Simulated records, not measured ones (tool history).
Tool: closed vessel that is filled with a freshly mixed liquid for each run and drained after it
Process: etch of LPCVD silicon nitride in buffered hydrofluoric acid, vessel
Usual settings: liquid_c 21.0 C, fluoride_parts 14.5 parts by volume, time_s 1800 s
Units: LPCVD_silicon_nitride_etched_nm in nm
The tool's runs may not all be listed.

run,day,liquid_c,fluoride_parts,time_s,wafers since the last listed run,hours since the thermometer was replaced,hours since the hydrofluoric acid flow meter was replaced,hours since the gauge calibration,"read-back film thickness of the LPCVD silicon nitride reference wafer, read on the same gauge (nm)",LPCVD_silicon_nitride_etched_nm
1,0.000,21.0,14.5,1800,0,824.4,1046.1,136.3,30.01,15.59
2,4.292,21.0,14.5,1800,3904,927.4,1149.1,239.3,30.01,15.37
# day 5.458: thermometer replaced
3,6.175,21.0,14.5,1800,1675,17.2,1194.3,284.5,29.97,15.21
4,8.175,21.0,14.5,1800,1819,65.2,1242.3,332.5,30.00,15.23
5,11.500,21.0,14.5,1800,3025,145.0,1322.1,412.3,30.01,15.16
6,24.267,19.0,14.5,1800,11615,451.4,1628.5,718.7,30.05,13.81
7,26.117,19.0,14.5,1800,1683,495.8,1672.9,763.1,30.03,13.74
# day 27.217: hydrofluoric acid flow meter replaced
8,39.554,21.0,14.5,1800,12188,818.3,296.1,1085.6,30.05,15.57
9,41.233,21.0,14.5,1800,1527,858.6,336.4,1125.9,30.00,15.58
10,43.750,17.0,18.0,1225,2289,919.0,396.8,1186.3,29.98,6.82
11,47.562,24.0,9.0,2610,3468,1010.5,488.3,1277.8,30.00,41.04
12,49.067,21.0,14.5,1800,1368,1046.6,524.4,1313.9,29.95,15.55
13,53.033,23.5,14.5,2780,3609,1141.8,619.6,1409.1,29.99,27.75
# day 53.275: gauge calibrated
# day 54.829: thermometer replaced
14,55.958,23.5,20.0,1800,2623,27.1,689.8,64.4,29.99,12.78
15,67.508,17.5,18.0,1800,10508,304.3,967.0,341.6,30.02,10.23
16,77.750,23.5,17.5,2355,9318,550.1,1212.8,587.4,29.99,19.28
17,82.092,21.0,14.5,1800,3950,654.3,1317.0,691.6,30.02,15.32
18,84.275,23.0,18.0,1520,1986,706.7,1369.4,744.0,29.99,11.68

The same runs without the tool's hidden state, with the same run-to-run variation:
The hidden state here: liquid hotter than its thermometer reads (K); hydrofluoric acid flow below the setpoint (%); gauge reads high (%).
run,LPCVD_silicon_nitride_etched_nm
1,15.27
2,15.03
3,15.15
4,15.16
5,15.05
6,13.61
7,13.53
8,15.22
9,15.21
10,6.65
11,39.96
12,15.12
13,26.93
14,12.74
15,10.13
16,19.00
17,15.05
18,11.47
